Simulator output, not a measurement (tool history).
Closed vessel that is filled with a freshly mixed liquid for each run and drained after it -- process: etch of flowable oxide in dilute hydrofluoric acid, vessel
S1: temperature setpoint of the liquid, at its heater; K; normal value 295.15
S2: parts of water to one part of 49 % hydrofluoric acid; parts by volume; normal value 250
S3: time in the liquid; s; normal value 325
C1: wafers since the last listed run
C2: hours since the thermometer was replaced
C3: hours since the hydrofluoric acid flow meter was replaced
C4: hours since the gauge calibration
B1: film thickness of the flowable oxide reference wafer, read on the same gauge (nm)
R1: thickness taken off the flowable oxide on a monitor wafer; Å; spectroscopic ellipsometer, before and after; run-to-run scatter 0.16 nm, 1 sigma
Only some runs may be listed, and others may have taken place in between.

run   hour      S1   S2   S3    C1      C2      C3     C4     B1     R1
  1    0.0  295.15  250  325     0  1387.1  1453.9  184.8  60.02  337.3
  2   17.6  295.15  250  325  1969  1404.7  1471.5  202.4  59.95  334.5
  3   24.3  295.15  250  325   749  1411.4  1478.2  209.1  60.01  335.0
  4   39.6  295.15  250  325  1712  1426.7  1493.5  224.4  60.05  332.8
  5   55.5  295.15  250  325  1779  1442.6  1509.4  240.3  60.01  332.6
  6   73.4  295.15  250  325  2003  1460.5  1527.3  258.2  59.99  331.6
  7   83.7  295.15  250  325  1152  1470.8  1537.6  268.5  60.02  334.3
  8   94.2  295.15  250  325  1175  1481.3  1548.1  279.0  59.97  331.0
  9  102.9  295.15  250  325   973  1490.0  1556.8  287.7  60.02  329.1
     108.6  -- gauge calibrated
 10  110.6  295.15  280  325   861  1497.7  1564.5    2.0  59.99  287.1
 11  120.3  295.15  280  325  1085  1507.4  1574.2   11.7  60.01  285.8
 12  136.2  295.15  250  325  1779  1523.3  1590.1   27.6  59.99  330.7
 13  146.0  295.15  250  325  1096  1533.1  1599.9   37.4  60.02  329.0
     154.9  -- hydrofluoric acid flow meter replaced
 14  196.9  293.15  215  420  5584  1584.0    42.0   88.3  59.98  544.6
     204.6  -- thermometer replaced
 15  209.3  295.15  250  325  1275     4.7    54.4  100.7  60.01  405.9
 16  220.1  300.15  140  270  1208    15.5    65.2  111.5  59.97  812.6
 17  237.6  297.15  370  245  1958    33.0    82.7  129.0  60.00  196.4
 18  244.6  295.15  250  430   783    40.0    89.7  136.0  60.01  530.0
 19  256.4  295.15  250  325  1320    51.8   101.5  147.8  60.00  399.5
 20  267.8  295.15  250  325  1275    63.2   112.9  159.2  60.01  401.4
 21  276.0  295.15  250  325   917    71.4   121.1  167.4  60.01  401.4
 22  290.6  297.15  165  165  1633    86.0   135.7  182.0  60.02  362.7
 23  298.8  293.15  330  440   917    94.2   143.9  190.2  59.98  355.3
 24  306.4  298.15  145  325   850   101.8   151.5  197.8  60.06  867.6
 25  314.8  295.15  195  150   940   110.2   159.9  206.2  59.94  249.0
 26  327.7  299.15  250  325  1443   123.1   172.8  219.1  60.07  459.5
 27  340.9  297.15  310  325  1477   136.3   186.0  232.3  59.93  324.8

Alternative continuations, all from the tool just after run 27; predict every row:
  A  341.6  295.15  250  325  78  137.0  186.7  233.0   ?   ?
  B  341.6  298.65  250  145  78  137.0  186.7  233.0   ?   ?
  C  341.6  290.15  330  385  78  137.0  186.7  233.0   ?   ?
  D  341.6  295.15  160  325  78  137.0  186.7  233.0   ?   ?
  E  341.6  295.15  250  435  78  137.0  186.7  233.0   ?   ?

run     B1     R1
  A  60.04  398.4
  B  60.04  201.6
  C  60.04  276.5
  D  60.04  682.8
  E  60.04  533.2
With no hidden state in the tool, these same runs would have given:
run     R1
  A  416.5
  B  210.7
  C  289.3
  D  713.6
  E  557.5
